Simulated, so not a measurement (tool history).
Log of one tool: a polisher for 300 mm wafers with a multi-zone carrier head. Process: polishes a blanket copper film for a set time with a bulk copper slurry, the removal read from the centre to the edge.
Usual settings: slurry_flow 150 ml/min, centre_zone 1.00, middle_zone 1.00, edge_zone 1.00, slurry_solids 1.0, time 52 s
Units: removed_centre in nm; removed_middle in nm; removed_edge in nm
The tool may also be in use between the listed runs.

| run | day | slurry_flow | centre_zone | middle_zone | edge_zone | slurry_solids | time | wafers since the last listed run | wafers polished on this pad | hours since the slurry nozzle was cleaned | hours since the centre zone pressure was calibrated | hours since the edge zone pressure was calibrated | hours since the carrier head's membrane was replaced | incoming thickness of the incoming film, nm | removed_centre | removed_middle | removed_edge |
|---|---|---|---|---|---|---|---|---|---|---|---|---|---|---|---|---|---|
| 1 | 0.000 | 110 | 0.88 | 1.00 | 1.00 | 1.1 | 42 | 0 | 4444 | 207.7 | 98.5 | 146.8 | 411.4 | 3812.9 | 227.2 | 268.5 | 272.9 |
|  | 1.758 | worn pad replaced by a new one |
| 2 | 2.271 | 150 | 1.00 | 1.00 | 1.03 | 0.7 | 52 | 619 | 151 | 262.2 | 153.0 | 201.3 | 465.9 | 3859.3 | 345.9 | 343.9 | 366.0 |
| 3 | 3.971 | 150 | 1.09 | 1.00 | 1.00 | 1.0 | 47 | 500 | 651 | 303.0 | 193.8 | 242.1 | 506.7 | 3790.4 | 353.2 | 334.2 | 338.2 |
| 4 | 4.975 | 150 | 1.00 | 1.00 | 1.08 | 1.2 | 52 | 295 | 946 | 327.1 | 217.9 | 266.2 | 530.8 | 3793.0 | 366.8 | 377.4 | 402.1 |
| 5 | 6.462 | 150 | 1.03 | 1.00 | 1.12 | 1.3 | 36 | 437 | 1384 | 362.8 | 253.6 | 301.9 | 566.5 | 3864.8 | 272.2 | 257.8 | 276.7 |
| 6 | 9.288 | 150 | 1.00 | 1.00 | 1.00 | 1.0 | 42 | 831 | 2215 | 430.6 | 321.4 | 369.7 | 634.3 | 3795.7 | 288.7 | 287.7 | 298.1 |
|  | 11.250 | slurry nozzle cleaned |
| 7 | 11.371 | 150 | 0.94 | 1.00 | 0.95 | 1.0 | 52 | 600 | 2816 | 2.9 | 371.4 | 419.7 | 684.3 | 3788.8 | 330.9 | 367.9 | 352.9 |
| 8 | 14.212 | 150 | 1.00 | 1.09 | 1.00 | 1.2 | 52 | 836 | 3652 | 71.1 | 439.6 | 487.9 | 752.5 | 3889.6 | 356.8 | 389.7 | 372.2 |
| 9 | 15.996 | 150 | 1.00 | 1.00 | 1.11 | 0.7 | 52 | 524 | 4177 | 113.9 | 482.4 | 530.7 | 795.3 | 3800.0 | 326.2 | 337.8 | 359.1 |
| 10 | 17.725 | 150 | 0.92 | 1.00 | 1.06 | 1.0 | 52 | 508 | 4685 | 155.4 | 523.9 | 572.2 | 836.8 | 3789.6 | 321.6 | 348.3 | 367.1 |
|  | 17.942 | worn pad replaced by a new one |
| 11 | 19.204 | 150 | 1.00 | 1.12 | 1.00 | 1.0 | 52 | 386 | 371 | 190.9 | 559.4 | 607.7 | 872.3 | 3791.1 | 367.1 | 399.7 | 375.2 |
| 12 | 20.462 | 150 | 1.00 | 1.00 | 0.95 | 1.0 | 52 | 370 | 742 | 221.1 | 589.6 | 637.9 | 902.5 | 3787.2 | 367.5 | 358.1 | 363.9 |
| 13 | 21.879 | 150 | 1.00 | 1.00 | 1.00 | 1.0 | 58 | 416 | 1158 | 255.1 | 623.6 | 671.9 | 936.5 | 3782.4 | 406.7 | 409.8 | 415.9 |
| 14 | 24.258 | 195 | 1.00 | 0.94 | 1.04 | 1.0 | 65 | 700 | 1858 | 312.2 | 680.7 | 729.0 | 993.6 | 3786.3 | 473.3 | 439.8 | 477.4 |
| 15 | 25.929 | 135 | 1.00 | 0.93 | 1.00 | 1.0 | 52 | 491 | 2350 | 352.3 | 720.8 | 769.1 | 1033.7 | 3788.6 | 346.9 | 338.4 | 362.2 |

The next listed run, before its measurement:
| 16 | 26.971 | 150 | 1.00 | 1.00 | 0.95 | 1.0 | 52 | 306 | 2657 | 377.3 | 745.8 | 794.1 | 1058.7 | 3806.0 | ? | ? | ? |

Run 16 gave removed_centre 348.7 nm, removed_middle 363.9 nm, removed_edge 348.5 nm.
Without the tool's hidden state the same run would have given removed_centre 359.5 nm, removed_middle 375.2 nm, removed_edge 359.3 nm.
